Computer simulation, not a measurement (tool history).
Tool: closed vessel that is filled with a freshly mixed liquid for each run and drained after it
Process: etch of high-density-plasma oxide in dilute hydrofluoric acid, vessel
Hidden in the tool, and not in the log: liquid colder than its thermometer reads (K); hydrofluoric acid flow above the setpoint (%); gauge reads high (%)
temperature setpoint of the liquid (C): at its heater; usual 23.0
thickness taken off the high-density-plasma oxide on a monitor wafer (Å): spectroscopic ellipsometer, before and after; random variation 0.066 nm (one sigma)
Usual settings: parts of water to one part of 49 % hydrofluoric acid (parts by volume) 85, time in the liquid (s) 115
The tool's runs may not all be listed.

run   hour  temperature setpoint of the liquid (C)  parts of water to one part of 49 % hydrofluoric acid (parts by volume)  time in the liquid (s)  wafers since the last listed run  hours since the thermometer was replaced  hours since the hydrofluoric acid flow meter was replaced  hours since the gauge calibration  read-back film thickness of the high-density-plasma oxide reference wafer, read on the same gauge (nm)  thickness taken off the high-density-plasma oxide on a monitor wafer (Å)
  1    0.0                                    23.0                                                                      75                     115                                 0                                    1093.3                                                     1891.6                              830.8                                                                                                  139.97                                                                      96.9
  2   26.9                                    23.0                                                                      75                     115                              3201                                    1120.2                                                     1918.5                              857.7                                                                                                  140.00                                                                      98.8
  3   56.9                                    23.0                                                                      70                     115                              3570                                    1150.2                                                     1948.5                              887.7                                                                                                  139.98                                                                     104.8
  4   88.2                                    23.0                                                                      70                     115                              3725                                    1181.5                                                     1979.8                              919.0                                                                                                  140.02                                                                     105.1
  5  101.9                                    23.0                                                                      85                     165                              1630                                    1195.2                                                     1993.5                              932.7                                                                                                  140.01                                                                     122.3
  6  125.6                                    23.0                                                                      85                     165                              2820                                    1218.9                                                     2017.2                              956.4                                                                                                  140.02                                                                     124.1
  7  150.1                                    23.0                                                                      85                     165                              2915                                    1243.4                                                     2041.7                              980.9                                                                                                  139.98                                                                     122.4
  8  179.7                                    23.0                                                                      85                     115                              3522                                    1273.0                                                     2071.3                             1010.5                                                                                                  139.97                                                                      85.8
  9  215.1                                    23.0                                                                      85                     115                              4213                                    1308.4                                                     2106.7                             1045.9                                                                                                  140.00                                                                      84.6
 10  242.6                                    23.0                                                                      85                     115                              3272                                    1335.9                                                     2134.2                             1073.4                                                                                                  139.97                                                                      85.7
 11  260.7                                    23.0                                                                     100                     155                              2154                                    1354.0                                                     2152.3                             1091.5                                                                                                  140.02                                                                      96.0
     265.9  -- thermometer replaced
     275.3  -- gauge calibrated
 12  285.8                                    23.0                                                                     100                     155                              2868                                      19.9                                                     2177.4                               10.5                                                                                                  139.99                                                                     108.2
 13  321.4                                    23.0                                                                      85                     115                              4237                                      55.5                                                     2213.0                               46.1                                                                                                  140.01                                                                      96.9
 14  342.5                                    23.0                                                                     110                     115                              2511                                      76.6                                                     2234.1                               67.2                                                                                                  140.02                                                                      72.5
 15  356.6                                    23.0                                                                     110                     115                              1678                                      90.7                                                     2248.2                               81.3                                                                                                  139.96                                                                      72.3
 16  374.5                                    18.5                                                                      65                      50                              2130                                     108.6                                                     2266.1                               99.2                                                                                                  140.03                                                                      46.7
 17  408.8                                    19.5                                                                      60                      60                              4082                                     142.9                                                     2300.4                              133.5                                                                                                  139.97                                                                      62.1
 18  421.2                                    26.0                                                                     110                      85                              1475                                     155.3                                                     2312.8                              145.9                                                                                                  140.02                                                                      59.5
 19  476.2                                    25.5                                                                      85                     115                              6545                                     210.3                                                     2367.8                              200.9                                                                                                  140.03                                                                     106.0
     491.8  -- hydrofluoric acid flow meter replaced
 20  500.8                                    23.0                                                                     110                     140                              2808                                     234.9                                                        9.0                              225.5                                                                                                  140.03                                                                      78.4
 21  532.0                                    23.0                                                                      85                     115                              3713                                     266.1                                                       40.2                              256.7                                                                                                  140.00                                                                      84.2
 22  550.4                                    27.5                                                                     105                      95                              2189                                     284.5                                                       58.6                              275.1                                                                                                  139.99                                                                      66.2
 23  565.1                                    25.5                                                                     105                     140                              1749                                     299.2                                                       73.3                              289.8                                                                                                  139.99                                                                      89.1
 24  587.1                                    21.0                                                                     115                     175                              2618                                     321.2                                                       95.3                              311.8                                                                                                  140.00                                                                      84.7
 25  604.1                                    23.0                                                                      85                     115                              2023                                     338.2                                                      112.3                              328.8                                                                                                  139.99                                                                      83.6
 26  619.1                                    23.0                                                                      85                     115                              1785                                     353.2                                                      127.3                              343.8                                                                                                  140.00                                                                      83.6
 27  643.6                                    23.0                                                                      85                     115                              2915                                     377.7                                                      151.8                              368.3                                                                                                  139.96                                                                      84.4
 28  676.5                                    23.0                                                                     100                     115                              3915                                     410.6                                                      184.7                              401.2                                                                                                  139.99                                                                      70.0
 29  692.2                                    20.0                                                                     125                     170                              1868                                     426.3                                                      200.4                              416.9                                                                                                  140.01                                                                      71.2
 30  723.2                                    26.5                                                                     120                     135                              3689                                     457.3                                                      231.4                              447.9                                                                                                  139.95                                                                      75.6
 31  756.5                                    25.5                                                                      65                     170                              3963                                     490.6                                                      264.7                              481.2                                                                                                  140.04                                                                     184.9
 32  837.1                                    27.0                                                                      95                     115                              9592                                     571.2                                                      345.3                              561.8                                                                                                  139.99                                                                      87.8

Hidden state or all else? Some run-to-run changes of thickness taken off the high-density-plasma oxide on a monitor wafer (Å), split into what the settings, what came in and random variation would give without the hidden state, and what is left for the hidden state (with any gauge scatter that isn't in both results):
Run 11 -> 12: thermometer replaced, gauge calibrated. thickness taken off the high-density-plasma oxide on a monitor wafer (Å) +12.2: hidden state +11.9, all else +0.3.
Run 18 -> 19: temperature setpoint of the liquid (C) 26.0 -> 25.5, parts of water to one part of 49 % hydrofluoric acid (parts by volume) 110 -> 85, time in the liquid (s) 85 -> 115. thickness taken off the high-density-plasma oxide on a monitor wafer (Å) +46.5: hidden state +4.6, all else +41.9.
Run 19 -> 20: temperature setpoint of the liquid (C) 25.5 -> 23.0, parts of water to one part of 49 % hydrofluoric acid (parts by volume) 85 -> 110, time in the liquid (s) 115 -> 140, hydrofluoric acid flow meter replaced. thickness taken off the high-density-plasma oxide on a monitor wafer (Å) -27.6: hidden state -12.0, all else -15.6.
Run 30 -> 31: temperature setpoint of the liquid (C) 26.5 -> 25.5, parts of water to one part of 49 % hydrofluoric acid (parts by volume) 120 -> 65, time in the liquid (s) 135 -> 170. thickness taken off the high-density-plasma oxide on a monitor wafer (Å) +109.3: hidden state -2.2, all else +111.5.
Run 31 -> 32: temperature setpoint of the liquid (C) 25.5 -> 27.0, parts of water to one part of 49 % hydrofluoric acid (parts by volume) 65 -> 95, time in the liquid (s) 170 -> 115. thickness taken off the high-density-plasma oxide on a monitor wafer (Å) -97.1: hidden state +1.9, all else -99.0.
